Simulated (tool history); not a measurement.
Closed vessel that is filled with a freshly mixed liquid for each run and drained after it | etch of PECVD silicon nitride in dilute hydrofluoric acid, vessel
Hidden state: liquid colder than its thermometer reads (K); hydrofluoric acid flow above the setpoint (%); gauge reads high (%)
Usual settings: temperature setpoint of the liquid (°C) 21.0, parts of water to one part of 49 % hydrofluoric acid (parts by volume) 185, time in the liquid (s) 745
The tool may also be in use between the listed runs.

run   hour  temperature setpoint of the liquid (°C)  parts of water to one part of 49 % hydrofluoric acid (parts by volume)  time in the liquid (s)  wafers since the last listed run  hours since the thermometer was replaced  hours since the hydrofluoric acid flow meter was replaced  hours since the gauge calibration  read-back film thickness of the PECVD silicon nitride reference wafer, read on the same gauge (nm)  thickness taken off the PECVD silicon nitride on a monitor wafer (nm)
  1    0.0                                     21.0                                                                     160                     745                                 0                                     350.6                                                      678.8                             1189.1                                                                                              120.01                                                                  19.83
  2   29.0                                     21.0                                                                     185                     745                              1121                                     379.6                                                      707.8                             1218.1                                                                                              119.99                                                                  17.52
  3   43.0                                     21.0                                                                     185                     745                               541                                     393.6                                                      721.8                             1232.1                                                                                              119.98                                                                  17.23
      82.3  -- gauge calibrated
  4  148.1                                     21.0                                                                     210                     745                              4063                                     498.7                                                      826.9                               65.8                                                                                              120.01                                                                  15.09
  5  167.7                                     21.0                                                                     210                     745                               757                                     518.3                                                      846.5                               85.4                                                                                              119.97                                                                  14.84
  6  185.3                                     21.0                                                                     185                     745                               680                                     535.9                                                      864.1                              103.0                                                                                              120.05                                                                  17.08
  7  220.2                                     21.0                                                                     185                     745                              1349                                     570.8                                                      899.0                              137.9                                                                                              119.97                                                                  16.95
     226.6  -- thermometer replaced
  8  245.3                                     21.0                                                                     185                     745                               931                                      18.7                                                      924.1                              163.0                                                                                              119.99                                                                  18.30
  9  260.5                                     21.0                                                                     185                     745                               587                                      33.9                                                      939.3                              178.2                                                                                              119.98                                                                  18.23
 10  344.1                                     21.0                                                                     185                     745                              3232                                     117.5                                                     1022.9                              261.8                                                                                              119.98                                                                  18.22
 11  358.6                                     25.5                                                                     260                     745                               560                                     132.0                                                     1037.4                              276.3                                                                                              120.01                                                                  17.41
 12  373.5                                     21.0                                                                     185                     745                               576                                     146.9                                                     1052.3                              291.2                                                                                              120.02                                                                  18.17
 13  393.9                                     21.0                                                                     240                     745                               788                                     167.3                                                     1072.7                              311.6                                                                                              119.98                                                                  13.85
     453.8  -- hydrofluoric acid flow meter replaced
 14  491.3                                     21.0                                                                     245                     950                              3727                                     264.7                                                       37.5                              409.0                                                                                              119.97                                                                  17.12
 15  506.9                                     21.0                                                                     185                     745                               603                                     280.3                                                       53.1                              424.6                                                                                              120.04                                                                  17.71
 16  529.4                                     21.0                                                                     185                     745                               869                                     302.8                                                       75.6                              447.1                                                                                              120.02                                                                  17.54
 17  546.9                                     21.0                                                                     185                     745                               676                                     320.3                                                       93.1                              464.6                                                                                              120.04                                                                  17.67
 18  569.7                                     24.0                                                                     240                     565                               881                                     343.1                                                      115.9                              487.4                                                                                              119.98                                                                  12.58
 19  595.7                                     21.0                                                                     185                    1135                              1005                                     369.1                                                      141.9                              513.4                                                                                              120.01                                                                  26.84
 20  619.9                                     21.0                                                                     185                     890                               935                                     393.3                                                      166.1                              537.6                                                                                              119.99                                                                  20.87
 21  641.1                                     21.0                                                                     185                     610                               819                                     414.5                                                      187.3                              558.8                                                                                              120.02                                                                  14.25
 22  668.2                                     19.0                                                                     125                     745                              1047                                     441.6                                                      214.4                              585.9                                                                                              120.01                                                                  22.19
 23  682.7                                     19.0                                                                     155                     405                               560                                     456.1                                                      228.9                              600.4                                                                                              120.05                                                                   9.74
 24  717.7                                     24.0                                                                     240                     320                              1353                                     491.1                                                      263.9                              635.4                                                                                              120.03                                                                   6.93
 25  734.0                                     21.0                                                                     185                     745                               630                                     507.4                                                      280.2                              651.7                                                                                              120.00                                                                  17.11
 26  768.5                                     21.0                                                                     185                     745                              1333                                     541.9                                                      314.7                              686.2                                                                                              119.95                                                                  17.24
 27  793.2                                     21.0                                                                     185                     745                               954                                     566.6                                                      339.4                              710.9                                                                                              119.98                                                                  16.96
     817.4  -- thermometer replaced
 28  817.8                                     23.5                                                                     185                     745                               912                                       0.4                                                      364.0                              735.5                                                                                              120.02                                                                  21.76
 29  830.5                                     21.0                                                                     240                     745                               491                                      13.1                                                      376.7                              748.2                                                                                              120.00                                                                  14.40
 30  922.0                                     17.0                                                                     225                     870                              3537                                     104.6                                                      468.2                              839.7                                                                                              119.98                                                                  13.55
 31  942.0                                     21.0                                                                     185                     920                               773                                     124.6                                                      488.2                              859.7                                                                                              120.01                                                                  22.35
 32  960.8                                     17.0                                                                     110                     965                               726                                     143.4                                                      507.0                              878.5                                                                                              120.00                                                                  29.65

What the log doesn't show, run by run:
hydrofluoric acid flow above the setpoint (%): 0 in every run
gauge reads high (%): 0 in every run
H1: liquid colder than its thermometer reads (K)
run      H1
  1   0.874
  2   0.939
  3    0.97
  4    1.21
  5    1.25
  6    1.29
  7    1.37
  8  0.0448
  9  0.0789
 10   0.267
 11   0.299
 12   0.333
 13   0.378
 14   0.597
 15   0.632
 16   0.683
 17   0.722
 18   0.773
 19   0.832
 20   0.886
 21   0.934
 22   0.994
 23    1.03
 24    1.11
 25    1.14
 26    1.22
 27    1.28
 28  0.0306
 29  0.0591
 30   0.265
 31   0.309
 32   0.352

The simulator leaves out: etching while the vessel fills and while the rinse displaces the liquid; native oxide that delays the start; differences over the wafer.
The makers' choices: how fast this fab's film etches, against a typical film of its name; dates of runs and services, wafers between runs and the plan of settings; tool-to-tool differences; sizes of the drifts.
